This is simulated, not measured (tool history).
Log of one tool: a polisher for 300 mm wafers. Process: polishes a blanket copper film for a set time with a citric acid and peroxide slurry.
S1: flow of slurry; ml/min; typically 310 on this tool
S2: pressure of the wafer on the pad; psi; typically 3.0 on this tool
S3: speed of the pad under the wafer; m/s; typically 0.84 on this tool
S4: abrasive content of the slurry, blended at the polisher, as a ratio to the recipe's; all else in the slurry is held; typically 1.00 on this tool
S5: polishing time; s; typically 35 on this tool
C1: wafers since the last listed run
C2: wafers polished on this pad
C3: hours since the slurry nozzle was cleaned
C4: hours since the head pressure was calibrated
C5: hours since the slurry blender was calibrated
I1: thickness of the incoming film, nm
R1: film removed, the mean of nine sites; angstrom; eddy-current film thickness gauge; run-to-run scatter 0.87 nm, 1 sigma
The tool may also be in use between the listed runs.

Run 1, hour 0.0: usual settings but S1 270 ml/min; C1 0; C2 654; C3 392.5; C4 48.2; C5 138.9; I1 525.2. Result: R1 628 angstrom.
At hour 10.7: slurry blender recalibrated.
At hour 22.6: slurry nozzle cleaned.
Run 2, hour 33.2: usual settings but S1 270 ml/min; C1 187; C2 841; C3 10.6; C4 81.4; C5 22.5; I1 520.3. Result: R1 660 angstrom.
Run 3, hour 54.0: usual settings but S4 1.20; C1 129; C2 970; C3 31.4; C4 102.2; C5 43.3; I1 516.9. Result: R1 679 angstrom.
At hour 58.6: worn pad replaced by a new one.
Run 4, hour 83.4: usual settings but S3 1.06 m/s; C1 157; C2 153; C3 60.8; C4 131.6; C5 72.7; I1 514.6. Result: R1 791 angstrom.
Run 5, hour 117.5: usual settings but S3 1.06 m/s; C1 211; C2 365; C3 94.9; C4 165.7; C5 106.8; I1 518.2. Result: R1 781 angstrom.
At hour 167.1: slurry blender recalibrated.
Run 6, hour 208.6: usual settings but S3 1.06 m/s; C1 552; C2 918; C3 186.0; C4 256.8; C5 41.5; I1 514.0. Result: R1 813 angstrom.
At hour 221.3: worn pad replaced by a new one, of another model than before.
Run 7, hour 222.9: usual settings; C1 63; C2 9; C3 200.3; C4 271.1; C5 55.8; I1 526.0. Result: R1 654 angstrom.
Run 8, hour 235.5: usual settings; C1 78; C2 88; C3 212.9; C4 283.7; C5 68.4; I1 521.3. Result: R1 661 angstrom.
Run 9, hour 251.4: usual settings but S4 0.90; C1 98; C2 186; C3 228.8; C4 299.6; C5 84.3; I1 517.4. Result: R1 651 angstrom.
Run 10, hour 266.1: usual settings; C1 91; C2 277; C3 243.5; C4 314.3; C5 99.0; I1 518.0. Result: R1 657 angstrom.
Run 11, hour 292.7: usual settings; C1 165; C2 443; C3 270.1; C4 340.9; C5 125.6; I1 521.0. Result: R1 636 angstrom.
Run 12, hour 306.1: usual settings; C1 83; C2 526; C3 283.5; C4 354.3; C5 139.0; I1 525.5. Result: R1 635 angstrom.
At hour 314.6: slurry blender recalibrated.
Run 13, hour 329.0: usual settings but S1 250 ml/min, S3 0.62 m/s, S4 1.25; C1 129; C2 655; C3 306.4; C4 377.2; C5 14.4; I1 521.3. Result: R1 582 angstrom.
At hour 335.9: head pressure recalibrated.
Run 14, hour 358.4: usual settings but S1 260 ml/min, S2 2.7 psi, S3 0.56 m/s, S5 41 s; C1 170; C2 825; C3 335.8; C4 22.5; C5 43.8; I1 526.8. Result: R1 574 angstrom.
Run 15, hour 382.8: usual settings but S2 2.4 psi, S3 0.58 m/s, S4 1.10, S5 40 s; C1 151; C2 977; C3 360.2; C4 46.9; C5 68.2; I1 518.4. Result: R1 553 angstrom.
Run 16, hour 416.8: usual settings but S1 370 ml/min; C1 210; C2 1188; C3 394.2; C4 80.9; C5 102.2; I1 516.1. Result: R1 671 angstrom.
At hour 427.1: worn pad replaced by a new one.
Run 17, hour 443.3: usual settings; C1 139; C2 100; C3 420.7; C4 107.4; C5 128.7; I1 530.2. Result: R1 625 angstrom.
At hour 456.6: slurry nozzle cleaned.
Run 18, hour 457.1: usual settings but S1 210 ml/min, S2 3.7 psi, S3 0.92 m/s, S5 30 s; C1 79; C2 180; C3 0.5; C4 121.2; C5 142.5; I1 523.0. Result: R1 567 angstrom.
At hour 460.1: slurry blender recalibrated.
Run 19, hour 488.6: usual settings but S1 365 ml/min, S3 0.58 m/s, S4 0.90, S5 38 s; C1 183; C2 363; C3 32.0; C4 152.7; C5 28.5; I1 517.9. Result: R1 605 angstrom.
Run 20, hour 508.0: usual settings but S4 0.75, S5 23 s; C1 120; C2 483; C3 51.4; C4 172.1; C5 47.9; I1 521.7. Result: R1 404 angstrom.
Run 21, hour 539.8: usual settings but S1 270 ml/min, S2 2.0 psi, S3 0.92 m/s, S4 0.85; C1 197; C2 681; C3 83.2; C4 203.9; C5 79.7; I1 520.8. Result: R1 498 angstrom.
Run 22, hour 562.1: usual settings but S4 0.80, S5 45 s; C1 138; C2 819; C3 105.5; C4 226.2; C5 102.0; I1 519.1. Result: R1 804 angstrom.
Run 23, hour 590.6: usual settings but S2 2.3 psi, S5 40 s; C1 176; C2 996; C3 134.0; C4 254.7; C5 130.5; I1 523.9. Result: R1 610 angstrom.

Take each entry between the runs: how does the hidden state at the last listed run before it differ from the hidden state at the first listed run after it?
Between runs 1 and 2: slurry blender recalibrated (hour 10.7); slurry nozzle cleaned (hour 22.6)
  abrasive missing from the slurry, %: 33.7 -> 14.4
  measured value less the no-hidden-state value, R1: -66 -> -25 angstrom
Between runs 3 and 4: worn pad replaced by a new one (hour 58.6)
  abrasive missing from the slurry, %: 20.9 -> 26.8
  measured value less the no-hidden-state value, R1: -40 -> -62 angstrom
Between runs 5 and 6: slurry blender recalibrated (hour 167.1)
  abrasive missing from the slurry, %: 30.6 -> 18.7
  measured value less the no-hidden-state value, R1: -72 -> -42 angstrom
Between runs 6 and 7: worn pad replaced by a new one, of another model than before (hour 221.3)
  abrasive missing from the slurry, %: 18.7 -> 22
  measured value less the no-hidden-state value, R1: -42 -> -41 angstrom
Between runs 12 and 13: slurry blender recalibrated (hour 314.6)
  abrasive missing from the slurry, %: 30.8 -> 8.98
  measured value less the no-hidden-state value, R1: -59 -> -14 angstrom
Between runs 13 and 14: head pressure recalibrated (hour 335.9)
  abrasive missing from the slurry, %: 8.98 -> 18.8
  measured value less the no-hidden-state value, R1: -14 -> -30 angstrom
Between runs 16 and 17: worn pad replaced by a new one (hour 427.1)
  abrasive missing from the slurry, %: 28 -> 29.9
  measured value less the no-hidden-state value, R1: -55 -> -56 angstrom
Between runs 17 and 18: slurry nozzle cleaned (hour 456.6)
  abrasive missing from the slurry, %: 29.9 -> 30.6
  measured value less the no-hidden-state value, R1: -56 -> -52 angstrom
Between runs 18 and 19: slurry blender recalibrated (hour 460.1)
  abrasive missing from the slurry, %: 30.6 -> 12.9
  measured value less the no-hidden-state value, R1: -52 -> -20 angstrom

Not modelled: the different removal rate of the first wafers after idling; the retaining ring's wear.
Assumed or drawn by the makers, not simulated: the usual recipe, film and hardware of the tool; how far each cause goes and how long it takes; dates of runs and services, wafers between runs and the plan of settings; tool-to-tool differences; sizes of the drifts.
